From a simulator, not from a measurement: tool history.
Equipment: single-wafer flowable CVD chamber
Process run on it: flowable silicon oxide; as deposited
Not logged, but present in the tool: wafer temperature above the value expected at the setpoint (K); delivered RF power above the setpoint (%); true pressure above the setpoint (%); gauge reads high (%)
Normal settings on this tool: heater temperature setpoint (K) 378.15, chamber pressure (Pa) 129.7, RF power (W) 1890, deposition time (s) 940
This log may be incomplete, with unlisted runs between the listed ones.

| run | hour | heater temperature setpoint (K) | chamber pressure (Pa) | RF power (W) | deposition time (s) | wafers since the last listed run | hours since the last thermocouple change | hours since the last RF generator calibration | hours since the last manometer calibration | hours since the showerhead was replaced | hours since the gauge calibration | read-back reference wafer on the same gauge, thickness_nm | mean film thickness on the monitor wafer (angstrom) |
|---|---|---|---|---|---|---|---|---|---|---|---|---|---|
| 1 | 0 | 378.15 | 129.7 | 1890 | 940 | 0 | 2482.4 | 1476.8 | 1150.6 | 6458.6 | 1597.8 | 666.962 | 5959.62 |
| 2 | 39.8 | 378.15 | 129.7 | 1890 | 940 | 84 | 2522.2 | 1516.6 | 1190.4 | 6498.4 | 1637.6 | 668.27 | 5956.4 |
|  | 84.5 | RF generator calibrated |
| 3 | 99.1 | 378.15 | 129.7 | 1890 | 940 | 108 | 2581.5 | 14.6 | 1249.7 | 6557.7 | 1696.9 | 668.803 | 5956.92 |
| 4 | 148.3 | 378.15 | 129.7 | 1890 | 940 | 104 | 2630.7 | 63.8 | 1298.9 | 6606.9 | 1746.1 | 668.67 | 5960.95 |
| 5 | 197.2 | 371.15 | 129.7 | 1890 | 940 | 103 | 2679.6 | 112.7 | 1347.8 | 6655.8 | 1795 | 667.074 | 7489.24 |
| 6 | 228.9 | 371.15 | 129.7 | 1890 | 940 | 67 | 2711.3 | 144.4 | 1379.5 | 6687.5 | 1826.7 | 668.458 | 7462.71 |
| 7 | 286.8 | 378.15 | 129.7 | 1890 | 940 | 122 | 2769.2 | 202.3 | 1437.4 | 6745.4 | 1884.6 | 667.609 | 5957.32 |
|  | 330.8 | capacitance manometer re-zeroed and calibrated |
| 8 | 334.9 | 378.15 | 118.7 | 2060 | 940 | 85 | 2817.3 | 250.4 | 4.1 | 6793.5 | 1932.7 | 668.004 | 5532.53 |
|  | 367.6 | thermocouple changed; heater temperature recalibrated |
| 9 | 384.7 | 378.15 | 129.7 | 1890 | 882 | 88 | 17.1 | 300.2 | 53.9 | 6843.3 | 1982.5 | 668.054 | 5679.19 |
| 10 | 521 | 378.15 | 129.7 | 2075 | 988 | 289 | 153.4 | 436.5 | 190.2 | 6979.6 | 2118.8 | 668.205 | 6437.76 |
| 11 | 587.8 | 378.15 | 129.7 | 2230 | 940 | 141 | 220.2 | 503.3 | 257 | 7046.4 | 2185.6 | 668.716 | 6205.2 |
| 12 | 637.5 | 378.15 | 129.7 | 1890 | 940 | 105 | 269.9 | 553 | 306.7 | 7096.1 | 2235.3 | 668.061 | 6035.44 |
| 13 | 689.8 | 378.15 | 138.3 | 1890 | 940 | 111 | 322.2 | 605.3 | 359 | 7148.4 | 2287.6 | 668.392 | 6456.84 |
| 14 | 751.8 | 378.15 | 149.5 | 2195 | 1004 | 131 | 384.2 | 667.3 | 421 | 7210.4 | 2349.6 | 667.714 | 7602.39 |
| 15 | 784.1 | 368.15 | 146 | 1525 | 1076 | 68 | 416.5 | 699.6 | 453.3 | 7242.7 | 2381.9 | 668.457 | 10334.2 |
| 16 | 829.5 | 378.15 | 156.1 | 1890 | 1069 | 96 | 461.9 | 745 | 498.7 | 7288.1 | 2427.3 | 667.291 | 8228.62 |
|  | 869 | showerhead replaced |
| 17 | 900.4 | 378.15 | 129.7 | 1890 | 940 | 133 | 532.8 | 815.9 | 569.6 | 31.4 | 2498.2 | 668.64 | 6067.89 |
|  | 926.2 | thermocouple changed; heater temperature recalibrated, repeated, since the last time left the tool worse |
| 18 | 946 | 378.15 | 129.7 | 1890 | 940 | 79 | 19.8 | 861.5 | 615.2 | 77 | 2543.8 | 668.498 | 5885.45 |
| 19 | 977.6 | 378.15 | 147.5 | 1890 | 883 | 67 | 51.4 | 893.1 | 646.8 | 108.6 | 2575.4 | 668.069 | 6279.56 |
| 20 | 1015.2 | 367.15 | 129.7 | 2235 | 940 | 79 | 89 | 930.7 | 684.4 | 146.2 | 2613 | 667.967 | 8624.49 |
|  | 1028.6 | gauge calibrated |
| 21 | 1075.6 | 378.15 | 129.7 | 1890 | 1045 | 128 | 149.4 | 991.1 | 744.8 | 206.6 | 47 | 667.999 | 6560.35 |
| 22 | 1119 | 391.15 | 129.7 | 1890 | 940 | 92 | 192.8 | 1034.5 | 788.2 | 250 | 90.4 | 667.248 | 3945.07 |
| 23 | 1157.7 | 387.15 | 156.3 | 1890 | 940 | 82 | 231.5 | 1073.2 | 826.9 | 288.7 | 129.1 | 667.631 | 5326.42 |
| 24 | 1222.2 | 378.15 | 129.7 | 1890 | 940 | 136 | 296 | 1137.7 | 891.4 | 353.2 | 193.6 | 667.576 | 5897.66 |
| 25 | 1426.3 | 363.15 | 129.7 | 1890 | 940 | 433 | 500.1 | 1341.8 | 1095.5 | 557.3 | 397.7 | 667.264 | 9614.54 |
| 26 | 1483.6 | 378.15 | 140.8 | 2260 | 1110 | 121 | 557.4 | 1399.1 | 1152.8 | 614.6 | 455 | 667.638 | 7816.88 |
| 27 | 1538 | 388.15 | 129.7 | 1995 | 835 | 115 | 611.8 | 1453.5 | 1207.2 | 669 | 509.4 | 667.85 | 3883.22 |

5 ways to go on from here, each from the tool as it stands after run 27. What would each give?
| A | 1538.7 | 390.15 | 129.7 | 1890 | 940 | 1 | 612.5 | 1454.2 | 1207.9 | 669.7 | 510.1 | ? | ? |
| B | 1538.7 | 372.15 | 129.7 | 1890 | 940 | 1 | 612.5 | 1454.2 | 1207.9 | 669.7 | 510.1 | ? | ? |
| C | 1538.7 | 388.15 | 156.5 | 1990 | 885 | 1 | 612.5 | 1454.2 | 1207.9 | 669.7 | 510.1 | ? | ? |
| D | 1538.7 | 378.15 | 129.7 | 1890 | 782 | 1 | 612.5 | 1454.2 | 1207.9 | 669.7 | 510.1 | ? | ? |
| E | 1538.7 | 370.15 | 151.7 | 2165 | 1077 | 1 | 612.5 | 1454.2 | 1207.9 | 669.7 | 510.1 | ? | ? |

| run | read-back reference wafer on the same gauge, thickness_nm | mean film thickness on the monitor wafer (angstrom) |
|---|---|---|
| A | 667.959 | 4084.56 |
| B | 667.959 | 7201.19 |
| C | 667.959 | 4934.25 |
| D | 667.959 | 4928 |
| E | 667.959 | 10444.12 |
Take away the tool's hidden state, keep each run's random variation, and the runs would have read:
| run | mean film thickness on the monitor wafer (angstrom) |
|---|---|
| A | 4059.14 |
| B | 7153.69 |
| C | 4903.24 |
| D | 4894.59 |
| E | 10374.5 |
